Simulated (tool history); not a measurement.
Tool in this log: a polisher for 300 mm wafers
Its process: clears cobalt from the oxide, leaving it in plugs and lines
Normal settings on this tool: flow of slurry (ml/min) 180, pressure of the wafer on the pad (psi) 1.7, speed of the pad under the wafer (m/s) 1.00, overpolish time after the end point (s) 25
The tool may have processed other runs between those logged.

run	hour	flow of slurry (ml/min)	pressure of the wafer on the pad (psi)	speed of the pad under the wafer (m/s)	overpolish time after the end point (s)	wafers since the last listed run	wafers polished on this pad	hours since the slurry nozzle was cleaned	hours since the head pressure was calibrated	incoming thickness of the incoming film, nm	time until the end point was called (s)	dishing of a wide line in a test structure (nm)
1	0.0	180	1.7	1.00	25	0	3	681.6	20.6	306.3	88.3	25.6
# hour 7.7: slurry nozzle cleaned
2	63.4	180	1.7	1.00	25	494	498	55.7	84.0	306.3	94.9	25.6
3	111.6	180	1.7	1.00	25	382	880	103.9	132.2	304.8	93.5	24.8
4	192.4	180	1.7	1.00	25	640	1520	184.7	213.0	309.3	99.2	25.4
5	288.1	180	1.7	1.00	25	758	2279	280.4	308.7	303.3	96.9	25.1
6	335.3	180	1.3	0.86	25	374	2653	327.6	355.9	307.4	141.8	23.2
7	419.5	180	1.3	0.86	25	667	3320	411.8	440.1	302.6	140.4	23.3
8	493.5	180	1.3	0.86	25	586	3906	485.8	514.1	300.6	139.1	23.2
9	542.4	230	1.7	1.00	25	387	4294	534.7	563.0	305.2	95.8	24.8
# hour 614.5: worn pad replaced by a new one
10	615.0	230	1.7	1.00	25	543	3	607.3	635.6	305.2	83.7	25.6
# hour 633.1: slurry nozzle cleaned
11	720.0	230	1.7	1.00	25	824	828	86.9	740.6	305.5	90.0	25.5
12	796.4	180	1.7	1.00	25	605	1433	163.3	817.0	307.7	92.9	24.8
13	875.5	180	1.7	1.00	25	626	2060	242.4	896.1	306.8	96.5	24.8
14	1078.7	180	2.0	1.00	17	1610	3670	445.6	1099.3	298.7	83.1	23.5
15	1123.4	180	1.7	1.00	25	354	4025	490.3	1144.0	308.7	98.4	24.8
# hour 1127.5: head pressure recalibrated
# hour 1180.5: slurry nozzle cleaned
16	1181.0	150	2.1	0.78	37	432	4457	0.5	53.5	308.7	109.3	25.1
17	1255.1	180	1.7	1.00	14	587	5045	74.6	127.6	311.6	100.5	21.4
18	1330.0	225	1.7	1.00	16	593	5638	149.5	202.5	304.2	96.7	22.3
# hour 1339.2: worn pad replaced by a new one
19	1403.3	180	1.2	1.00	16	549	507	222.8	275.8	307.8	113.6	21.9
20	1509.2	180	2.1	1.00	25	839	1347	328.7	381.7	304.7	81.1	25.4
21	1562.6	180	1.3	0.68	16	423	1770	382.1	435.1	304.0	172.0	18.0
22	1643.7	180	1.7	1.00	25	642	2413	463.2	516.2	305.9	97.6	25.0
23	1679.8	180	2.0	1.00	17	286	2699	499.3	552.3	304.3	88.1	23.9
24	1763.9	180	1.7	1.00	25	666	3365	583.4	636.4	309.9	103.4	24.8
# hour 1785.6: slurry nozzle cleaned
25	1824.0	180	1.4	1.00	25	468	3834	38.4	696.5	303.7	111.6	23.9
26	1873.7	180	1.7	1.14	25	393	4228	88.1	746.2	307.1	87.9	25.2
# hour 1899.3: worn pad replaced by a new one
27	1961.0	180	1.9	0.90	25	660	489	175.4	833.5	304.9	92.0	25.5
28	2056.4	200	1.9	1.00	25	756	1245	270.8	928.9	301.2	82.6	25.2
29	2133.4	135	1.7	1.00	25	610	1855	347.8	1005.9	304.2	100.7	24.9
30	2239.0	235	1.3	0.74	38	836	2692	453.4	1111.5	305.2	157.5	25.3
# hour 2362.2: head pressure recalibrated
31	2409.1	180	2.2	1.00	25	1332	4024	623.5	46.9	302.6	81.6	25.3
# hour 2455.7: slurry nozzle cleaned
32	2534.1	145	2.2	0.82	10	982	5007	78.4	171.9	306.4	102.0	18.3
33	2597.5	125	1.7	1.00	12	502	5509	141.8	235.3	307.2	107.3	19.4

Hidden state at the last listed run before each entry between runs and at the first one after, where it differs:
In the gap between runs 1 and 2: slurry nozzle cleaned (hour 7.7)
  removal rate lost through wear of the pad, %: 2.15 -> 5.38
  measured minus no-state result, time until the end point was called (s): +1.9 -> +5.1; dishing of a wide line in a test structure (nm): +0.0 -> -0.2
In the gap between runs 9 and 10: worn pad replaced by a new one (hour 614.5)
  removal rate lost through wear of the pad, %: 13.8 -> 0.364
  measured minus no-state result, time until the end point was called (s): +13.2 -> +0.3; dishing of a wide line in a test structure (nm): -0.5 -> +0.0
In the gap between runs 10 and 11: slurry nozzle cleaned (hour 633.1)
  removal rate lost through wear of the pad, %: 0.364 -> 5.24
  measured minus no-state result, time until the end point was called (s): +0.3 -> +4.8; dishing of a wide line in a test structure (nm): +0.0 -> -0.1
In the gap between runs 15 and 16: head pressure recalibrated (hour 1127.5); slurry nozzle cleaned (hour 1180.5)
  removal rate lost through wear of the pad, %: 11.8 -> 12.1
  measured minus no-state result, time until the end point was called (s): +11.6 -> +13.2; dishing of a wide line in a test structure (nm): -0.4 -> -0.2
In the gap between runs 18 and 19: worn pad replaced by a new one (hour 1339.2)
  removal rate lost through wear of the pad, %: 12.5 -> 4.31
  measured minus no-state result, time until the end point was called (s): +12.1 -> +4.9; dishing of a wide line in a test structure (nm): -0.9 -> -0.4
In the gap between runs 24 and 25: slurry nozzle cleaned (hour 1785.6)
  removal rate lost through wear of the pad, %: 11.9 -> 12.4
  measured minus no-state result, time until the end point was called (s): +12.3 -> +13.8; dishing of a wide line in a test structure (nm): -0.4 -> -0.5
In the gap between runs 26 and 27: worn pad replaced by a new one (hour 1899.3)
  removal rate lost through wear of the pad, %: 12.6 -> 3.89
  measured minus no-state result, time until the end point was called (s): +11.1 -> +3.6; dishing of a wide line in a test structure (nm): -0.4 -> -0.1
In the gap between runs 30 and 31: head pressure recalibrated (hour 2362.2)
  removal rate lost through wear of the pad, %: 10.8 -> 12.2
  measured minus no-state result, time until the end point was called (s): +17.0 -> +10.0; dishing of a wide line in a test structure (nm): -0.4 -> -0.3
In the gap between runs 31 and 32: slurry nozzle cleaned (hour 2455.7)
  removal rate lost through wear of the pad, %: 12.2 -> 12.7
  measured minus no-state result, time until the end point was called (s): +10.0 -> +12.9; dishing of a wide line in a test structure (nm): -0.3 -> -1.3

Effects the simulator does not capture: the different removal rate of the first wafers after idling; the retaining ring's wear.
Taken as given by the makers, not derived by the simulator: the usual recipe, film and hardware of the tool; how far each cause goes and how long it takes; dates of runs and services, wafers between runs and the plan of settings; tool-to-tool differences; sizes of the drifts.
